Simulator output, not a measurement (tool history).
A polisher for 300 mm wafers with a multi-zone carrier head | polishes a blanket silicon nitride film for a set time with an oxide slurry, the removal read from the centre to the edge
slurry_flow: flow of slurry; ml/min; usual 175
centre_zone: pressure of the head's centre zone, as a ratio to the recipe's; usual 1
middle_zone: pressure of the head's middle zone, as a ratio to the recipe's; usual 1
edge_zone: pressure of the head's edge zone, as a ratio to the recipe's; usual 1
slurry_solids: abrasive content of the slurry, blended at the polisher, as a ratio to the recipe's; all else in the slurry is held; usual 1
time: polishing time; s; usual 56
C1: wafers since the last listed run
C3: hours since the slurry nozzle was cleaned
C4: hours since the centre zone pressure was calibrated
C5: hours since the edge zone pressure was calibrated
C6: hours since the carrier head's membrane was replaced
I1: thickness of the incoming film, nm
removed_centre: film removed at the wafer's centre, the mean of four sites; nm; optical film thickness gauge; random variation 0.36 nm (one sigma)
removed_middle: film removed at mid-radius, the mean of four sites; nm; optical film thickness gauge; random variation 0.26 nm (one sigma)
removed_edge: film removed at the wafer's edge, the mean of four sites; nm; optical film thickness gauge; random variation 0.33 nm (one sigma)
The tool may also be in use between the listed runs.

Run 1, day 0: usual settings; C1 0; wafers polished on this pad 2144; C3 211.4; C4 64.6; C5 141.2; C6 181.7; I1 430. Result: removed_centre 26.5 nm, removed_middle 27.1 nm, removed_edge 28.6 nm.
Run 2, day 0.679: usual settings but centre_zone 1.04, time 48 s; C1 200; wafers polished on this pad 2345; C3 227.7; C4 80.9; C5 157.5; C6 198; I1 438.2. Result: removed_centre 23.7 nm, removed_middle 23.9 nm, removed_edge 24.8 nm.
Run 3, day 1.95: usual settings but centre_zone 1.12, slurry_solids 1.1; C1 375; wafers polished on this pad 2720; C3 258.2; C4 111.4; C5 188; C6 228.5; I1 424.8. Result: removed_centre 30.1 nm, removed_middle 28.1 nm, removed_edge 29.4 nm.
At day 2.704: worn pad replaced by a new one.
Run 4, day 3.183: usual settings but centre_zone 1.12, slurry_solids 1.1; C1 315; wafers polished on this pad 141; C3 287.8; C4 141; C5 217.6; C6 258.1; I1 421.5. Result: removed_centre 29.8 nm, removed_middle 28.1 nm, removed_edge 29.4 nm.
Run 5, day 3.725: usual settings but edge_zone 1.06; C1 160; wafers polished on this pad 301; C3 300.8; C4 154; C5 230.6; C6 271.1; I1 428. Result: removed_centre 25.5 nm, removed_middle 27.5 nm, removed_edge 29.2 nm.
At day 4.796: slurry nozzle cleaned.
Run 6, day 4.958: usual settings but slurry_flow 130 ml/min; C1 352; wafers polished on this pad 653; C3 3.9; C4 183.6; C5 260.2; C6 300.7; I1 426.2. Result: removed_centre 24.6 nm, removed_middle 26.2 nm, removed_edge 28 nm.
Run 7, day 5.971: usual settings but centre_zone 1.08, middle_zone 0.94; C1 299; wafers polished on this pad 952; C3 28.2; C4 207.9; C5 284.5; C6 325; I1 431.2. Result: removed_centre 28.2 nm, removed_middle 25.8 nm, removed_edge 29.2 nm.
Run 8, day 7.35: usual settings but slurry_flow 145 ml/min, centre_zone 0.88, middle_zone 0.9, edge_zone 0.94; C1 407; wafers polished on this pad 1360; C3 61.3; C4 241; C5 317.6; C6 358.1; I1 433. Result: removed_centre 22.3 nm, removed_middle 24.5 nm, removed_edge 27 nm.
Run 9, day 8.608: usual settings but edge_zone 0.93; C1 371; wafers polished on this pad 1732; C3 91.5; C4 271.2; C5 347.8; C6 388.3; I1 434.7. Result: removed_centre 25.2 nm, removed_middle 27.5 nm, removed_edge 27.9 nm.
Run 10, day 9.508: usual settings; C1 266; wafers polished on this pad 1998; C3 113.1; C4 292.8; C5 369.4; C6 409.9; I1 429.8. Result: removed_centre 25.8 nm, removed_middle 26.9 nm, removed_edge 28.6 nm.
Run 11, day 10.7: usual settings; C1 352; wafers polished on this pad 2350; C3 141.7; C4 321.4; C5 398; C6 438.5; I1 425.5. Result: removed_centre 25.5 nm, removed_middle 27.4 nm, removed_edge 28.7 nm.
Run 12, day 11.204: usual settings; C1 149; wafers polished on this pad 2499; C3 153.8; C4 333.5; C5 410.1; C6 450.6; I1 427.6. Result: removed_centre 25.1 nm, removed_middle 28.2 nm, removed_edge 28.2 nm.
At day 12.217: worn pad replaced by a new one.
Run 13, day 12.333: usual settings but edge_zone 1.12; C1 284; wafers polished on this pad 34; C3 180.9; C4 360.6; C5 437.2; C6 477.7; I1 425.1. Result: removed_centre 25 nm, removed_middle 27.9 nm, removed_edge 29.5 nm.
Run 14, day 13.208: usual settings but centre_zone 0.97, middle_zone 0.92, slurry_solids 1.25; C1 258; wafers polished on this pad 293; C3 201.9; C4 381.6; C5 458.2; C6 498.7; I1 425.2. Result: removed_centre 26.3 nm, removed_middle 27.2 nm, removed_edge 30.5 nm.
Run 15, day 14.025: usual settings but middle_zone 0.91; C1 241; wafers polished on this pad 534; C3 221.5; C4 401.2; C5 477.8; C6 518.3; I1 428.8. Result: removed_centre 24.7 nm, removed_middle 25.2 nm, removed_edge 28.7 nm.
Run 16, day 15.142: usual settings but edge_zone 0.9; C1 330; wafers polished on this pad 864; C3 248.3; C4 428; C5 504.6; C6 545.1; I1 436.7. Result: removed_centre 25.1 nm, removed_middle 27.9 nm, removed_edge 27 nm.
Run 17, day 16.125: usual settings but middle_zone 1.04; C1 290; wafers polished on this pad 1155; C3 271.9; C4 451.6; C5 528.2; C6 568.7; I1 439.1. Result: removed_centre 24.7 nm, removed_middle 28.5 nm, removed_edge 28.2 nm.
At day 16.579: slurry nozzle cleaned.
Run 18, day 17.196: usual settings; C1 304; wafers polished on this pad 1459; C3 14.8; C4 477.3; C5 553.9; C6 594.4; I1 427.8. Result: removed_centre 24.6 nm, removed_middle 27.7 nm, removed_edge 29.1 nm.
Run 19, day 18.133: usual settings but slurry_flow 135 ml/min, slurry_solids 0.9, time 41 s; C1 277; wafers polished on this pad 1736; C3 37.3; C4 499.8; C5 576.4; C6 616.9; I1 429.9. Result: removed_centre 17.4 nm, removed_middle 18.9 nm, removed_edge 19.7 nm.
Run 20, day 19.354: usual settings; C1 360; wafers polished on this pad 2097; C3 66.6; C4 529.1; C5 605.7; C6 646.2; I1 431.6. Result: removed_centre 25.1 nm, removed_middle 27.7 nm, removed_edge 28 nm.
At day 19.867: worn pad replaced by a new one.
Run 21, day 19.888: usual settings but edge_zone 1.08, time 40 s; C1 108; wafers polished on this pad 6; C3 79.4; C4 541.9; C5 618.5; C6 659; I1 431.6. Result: removed_centre 17.5 nm, removed_middle 19.7 nm, removed_edge 20.7 nm.
Run 22, day 21.338: usual settings but slurry_flow 215 ml/min, middle_zone 1.1; C1 428; wafers polished on this pad 435; C3 114.2; C4 576.7; C5 653.3; C6 693.8; I1 432.5. Result: removed_centre 25.2 nm, removed_middle 30.7 nm, removed_edge 28.8 nm.

Forecast each of these 4 alternatives for the next run:
Run A, day 21.354: usual settings; C1 4; wafers polished on this pad 440; C3 114.6; C4 577.1; C5 653.7; C6 694.2; I1 431.2. Result: removed_centre ?, removed_middle ?, removed_edge ?.
Run B, day 21.354: usual settings but slurry_flow 215 ml/min; C1 4; wafers polished on this pad 440; C3 114.6; C4 577.1; C5 653.7; C6 694.2; I1 431.2. Result: removed_centre ?, removed_middle ?, removed_edge ?.
Run C, day 21.354: usual settings but edge_zone 0.95; C1 4; wafers polished on this pad 440; C3 114.6; C4 577.1; C5 653.7; C6 694.2; I1 431.2. Result: removed_centre ?, removed_middle ?, removed_edge ?.
Run D, day 21.354: usual settings but slurry_flow 125 ml/min, centre_zone 0.89, time 41 s; C1 4; wafers polished on this pad 440; C3 114.6; C4 577.1; C5 653.7; C6 694.2; I1 431.2. Result: removed_centre ?, removed_middle ?, removed_edge ?.

run  removed_centre  removed_middle  removed_edge
  A            24.3            27.6          28.1
  B            24.9            28.2          28.6
  C            24.3            27.6          27.5
  D            15.2            19.4          19.9
Without the tool's hidden state the same runs would have given:
run  removed_centre  removed_middle  removed_edge
  A            27.2            27.6          28.1
  B            27.9            28.2          28.6
  C            27.2            27.6          27.5
  D            17.1            19.4          19.9
